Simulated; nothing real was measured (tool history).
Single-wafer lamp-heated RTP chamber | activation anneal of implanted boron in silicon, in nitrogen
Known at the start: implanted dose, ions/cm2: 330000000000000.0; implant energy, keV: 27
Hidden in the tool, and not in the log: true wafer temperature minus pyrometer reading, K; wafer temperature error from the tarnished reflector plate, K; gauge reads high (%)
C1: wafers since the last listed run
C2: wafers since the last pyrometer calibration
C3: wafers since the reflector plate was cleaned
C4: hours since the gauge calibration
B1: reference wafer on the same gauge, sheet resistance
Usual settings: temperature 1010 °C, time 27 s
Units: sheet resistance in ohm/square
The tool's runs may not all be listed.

{"run": 1, "hour": 0.0, "temperature": 1010, "time": 27, "C1": 0, "C2": 2759, "C3": 1109, "C4": 683.1, "B1": 299.95, "sheet resistance": 310.44}
{"run": 2, "hour": 32.0, "temperature": 1010, "time": 27, "C1": 323, "C2": 3083, "C3": 1433, "C4": 715.1, "B1": 300.06, "sheet resistance": 311.2}
{"run": 3, "hour": 79.8, "temperature": 1010, "time": 27, "C1": 483, "C2": 3567, "C3": 1917, "C4": 762.9, "B1": 299.81, "sheet resistance": 310.01}
{"hour": 91.6, "done": "pyrometer window cleaned and pyrometer calibrated"}
{"run": 4, "hour": 143.2, "temperature": 1010, "time": 27, "C1": 560, "C2": 522, "C3": 2477, "C4": 826.3, "B1": 299.92, "sheet resistance": 309.8}
{"run": 5, "hour": 182.8, "temperature": 1010, "time": 27, "C1": 400, "C2": 922, "C3": 2878, "C4": 865.9, "B1": 299.97, "sheet resistance": 310.43}
{"run": 6, "hour": 240.2, "temperature": 1010, "time": 27, "C1": 580, "C2": 1503, "C3": 3459, "C4": 923.3, "B1": 299.82, "sheet resistance": 309.91}
{"run": 7, "hour": 297.0, "temperature": 1031, "time": 21, "C1": 574, "C2": 2078, "C3": 4033, "C4": 980.1, "B1": 300.15, "sheet resistance": 308.11}
{"run": 8, "hour": 370.0, "temperature": 1010, "time": 27, "C1": 738, "C2": 2817, "C3": 4772, "C4": 1053.1, "B1": 299.96, "sheet resistance": 309.5}
{"run": 9, "hour": 427.7, "temperature": 1010, "time": 27, "C1": 583, "C2": 3400, "C3": 5356, "C4": 1110.8, "B1": 299.93, "sheet resistance": 310.14}
{"hour": 461.6, "done": "pyrometer window cleaned and pyrometer calibrated"}
{"run": 10, "hour": 470.6, "temperature": 1010, "time": 27, "C1": 353, "C2": 91, "C3": 5709, "C4": 1153.7, "B1": 300.14, "sheet resistance": 309.5}
{"run": 11, "hour": 505.8, "temperature": 1010, "time": 27, "C1": 356, "C2": 447, "C3": 6065, "C4": 1188.9, "B1": 300.01, "sheet resistance": 309.45}
{"run": 12, "hour": 572.3, "temperature": 1010, "time": 27, "C1": 672, "C2": 1120, "C3": 6738, "C4": 1255.4, "B1": 300.08, "sheet resistance": 310.06}
{"run": 13, "hour": 614.3, "temperature": 1010, "time": 27, "C1": 425, "C2": 1545, "C3": 7163, "C4": 1297.4, "B1": 299.93, "sheet resistance": 310.58}
{"run": 14, "hour": 649.3, "temperature": 1010, "time": 27, "C1": 354, "C2": 1899, "C3": 7517, "C4": 1332.4, "B1": 300.11, "sheet resistance": 309.63}
{"run": 15, "hour": 693.0, "temperature": 996, "time": 27, "C1": 442, "C2": 2341, "C3": 7960, "C4": 1376.1, "B1": 300.02, "sheet resistance": 312.26}
{"run": 16, "hour": 728.1, "temperature": 996, "time": 27, "C1": 355, "C2": 2696, "C3": 8315, "C4": 1411.2, "B1": 299.83, "sheet resistance": 312.41}
{"run": 17, "hour": 788.7, "temperature": 1001, "time": 27, "C1": 613, "C2": 3309, "C3": 8928, "C4": 1471.8, "B1": 300.12, "sheet resistance": 311.86}
{"run": 18, "hour": 832.8, "temperature": 1010, "time": 27, "C1": 446, "C2": 3756, "C3": 9374, "C4": 1515.9, "B1": 300.23, "sheet resistance": 309.04}
{"hour": 861.1, "done": "gauge calibrated"}
{"hour": 862.9, "done": "reflector plate cleaned"}
{"run": 19, "hour": 863.4, "temperature": 1010, "time": 27, "C1": 228, "C2": 3984, "C3": 4, "C4": 2.3, "B1": 300.03, "sheet resistance": 310.37}
{"hour": 877.6, "done": "pyrometer window cleaned and pyrometer calibrated"}
{"run": 20, "hour": 893.4, "temperature": 1010, "time": 27, "C1": 222, "C2": 160, "C3": 227, "C4": 32.3, "B1": 299.99, "sheet resistance": 309.48}
{"run": 21, "hour": 950.8, "temperature": 983, "time": 27, "C1": 580, "C2": 740, "C3": 808, "C4": 89.7, "B1": 300.07, "sheet resistance": 323.94}
{"run": 22, "hour": 986.6, "temperature": 1000, "time": 27, "C1": 362, "C2": 1103, "C3": 1170, "C4": 125.5, "B1": 299.92, "sheet resistance": 312.52}
{"run": 23, "hour": 1018.1, "temperature": 1010, "time": 27, "C1": 318, "C2": 1421, "C3": 1489, "C4": 157.0, "B1": 299.83, "sheet resistance": 310.17}
{"run": 24, "hour": 1051.8, "temperature": 991, "time": 27, "C1": 341, "C2": 1762, "C3": 1830, "C4": 190.7, "B1": 299.86, "sheet resistance": 317.39}
{"run": 25, "hour": 1088.2, "temperature": 1036, "time": 40, "C1": 368, "C2": 2131, "C3": 2198, "C4": 227.1, "B1": 299.96, "sheet resistance": 306.08}
{"run": 26, "hour": 1159.5, "temperature": 1040, "time": 38, "C1": 721, "C2": 2852, "C3": 2919, "C4": 298.4, "B1": 299.94, "sheet resistance": 304.99}
{"hour": 1198.9, "done": "pyrometer window cleaned and pyrometer calibrated"}
{"run": 27, "hour": 1201.8, "temperature": 995, "time": 36, "C1": 347, "C2": 29, "C3": 3267, "C4": 340.7, "B1": 299.89, "sheet resistance": 312.98}
{"run": 28, "hour": 1227.9, "temperature": 1010, "time": 27, "C1": 264, "C2": 293, "C3": 3531, "C4": 366.8, "B1": 300.01, "sheet resistance": 310.08}
{"run": 29, "hour": 1255.2, "temperature": 985, "time": 17, "C1": 276, "C2": 569, "C3": 3807, "C4": 394.1, "B1": 300.02, "sheet resistance": 322.39}
{"run": 30, "hour": 1287.3, "temperature": 999, "time": 21, "C1": 324, "C2": 894, "C3": 4132, "C4": 426.2, "B1": 300.07, "sheet resistance": 313.67}
{"run": 31, "hour": 1318.7, "temperature": 1034, "time": 15, "C1": 317, "C2": 1211, "C3": 4450, "C4": 457.6, "B1": 299.88, "sheet resistance": 308.44}
{"run": 32, "hour": 1381.8, "temperature": 1023, "time": 43, "C1": 638, "C2": 1850, "C3": 5088, "C4": 520.7, "B1": 299.92, "sheet resistance": 306.32}
{"run": 33, "hour": 1445.9, "temperature": 1031, "time": 14, "C1": 648, "C2": 2499, "C3": 5737, "C4": 584.8, "B1": 299.98, "sheet resistance": 307.95}

Hidden state or all else? Some run-to-run changes of sheet resistance, split into what the settings, what came in and random variation would give without the hidden state, and what is left for the hidden state (with any gauge scatter that isn't in both results):
Run 14 -> 15: temperature 1010 -> 996. sheet resistance +2.63 ohm/square: hidden state -1.61, all else +4.24.
Run 20 -> 21: temperature 1010 -> 983. sheet resistance +14.46 ohm/square: hidden state -0.88, all else +15.34.
Run 21 -> 22: temperature 983 -> 1000. sheet resistance -11.42 ohm/square: hidden state +0.47, all else -11.89.
Run 28 -> 29: temperature 1010 -> 985, time 27 -> 17. sheet resistance +12.31 ohm/square: hidden state -2.68, all else +14.99.
Run 29 -> 30: temperature 985 -> 999, time 17 -> 21. sheet resistance -8.72 ohm/square: hidden state +1.75, all else -10.47.
